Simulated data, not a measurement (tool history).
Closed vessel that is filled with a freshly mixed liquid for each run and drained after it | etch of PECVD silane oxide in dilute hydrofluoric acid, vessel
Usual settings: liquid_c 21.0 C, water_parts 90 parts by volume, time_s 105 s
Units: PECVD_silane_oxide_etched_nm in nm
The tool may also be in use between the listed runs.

run     day  liquid_c  water_parts  time_s  wafers since the last listed run  hours since the thermometer was replaced  hours since the hydrofluoric acid flow meter was replaced  hours since the gauge calibration  read-back film thickness of the PECVD silane oxide reference wafer, read on the same gauge (nm)  PECVD_silane_oxide_etched_nm
  1   0.000      21.0           90     105                                 0                                     267.9                                                     1176.5                              343.3                                                                                           110.01                         20.18
  2   2.604      22.0           60     105                              4905                                     330.4                                                     1239.0                              405.8                                                                                           109.97                         32.63
  3   5.950      22.0           60     105                              6302                                     410.7                                                     1319.3                              486.1                                                                                           110.01                         32.49
  4   8.533      22.0           60     105                              4866                                     472.7                                                     1381.3                              548.1                                                                                           109.98                         32.80
  5  11.792      21.0           90     105                              6137                                     550.9                                                     1459.5                              626.3                                                                                           110.00                         20.18
     18.542  -- hydrofluoric acid flow meter replaced
  6  23.438      21.0           90     105                             21857                                     830.4                                                      117.5                              905.8                                                                                           110.01                         20.53
  7  25.929      21.0           90     105                              4693                                     890.2                                                      177.3                              965.6                                                                                           110.00                         20.54
  8  28.950      21.0           90     105                              5690                                     962.7                                                      249.8                             1038.1                                                                                           110.01                         20.44
  9  31.642      21.0           90     135                              5070                                    1027.3                                                      314.4                             1102.7                                                                                           110.01                         26.26
     33.300  -- thermometer replaced
 10  35.321      17.0           90     105                              6851                                      48.5                                                      402.7                             1191.0                                                                                           110.02                         17.00
     35.833  -- gauge calibrated
 11  38.625      17.0           55      40                              6223                                     127.8                                                      482.0                               67.0                                                                                           110.00                         11.00
 12  41.562      19.0           90     105                              5533                                     198.3                                                      552.5                              137.5                                                                                           109.98                         18.51
 13  45.550      21.0           90     105                              7510                                     294.0                                                      648.2                              233.2                                                                                           110.00                         20.15
 14  48.479      22.0           60     105                              5517                                     364.3                                                      718.5                              303.5                                                                                           109.99                         32.75
 15  51.017      21.0           90     120                              4779                                     425.2                                                      779.4                              364.4                                                                                           110.01                         23.29
 16  53.721      24.5          130     105                              5093                                     490.1                                                      844.3                              429.3                                                                                           109.98                         15.21
 17  57.929      21.0          130     105                              7926                                     591.1                                                      945.3                              530.3                                                                                           110.00                         13.52
 18  60.733      25.5           75     140                              5281                                     658.4                                                     1012.6                              597.6                                                                                           110.02                         39.75

The same runs without the tool's hidden state, with the same run-to-run variation:
The hidden state here: liquid hotter than its thermometer reads (K); hydrofluoric acid flow above the setpoint (%); gauge reads high (%).
run  PECVD_silane_oxide_etched_nm
  1                         20.04
  2                         32.35
  3                         32.14
  4                         32.39
  5                         19.89
  6                         20.10
  7                         20.08
  8                         19.94
  9                         25.58
 10                         16.92
 11                         10.92
 12                         18.35
 13                         19.93
 14                         32.33
 15                         22.96
 16                         14.98
 17                         13.28
 18                         38.97
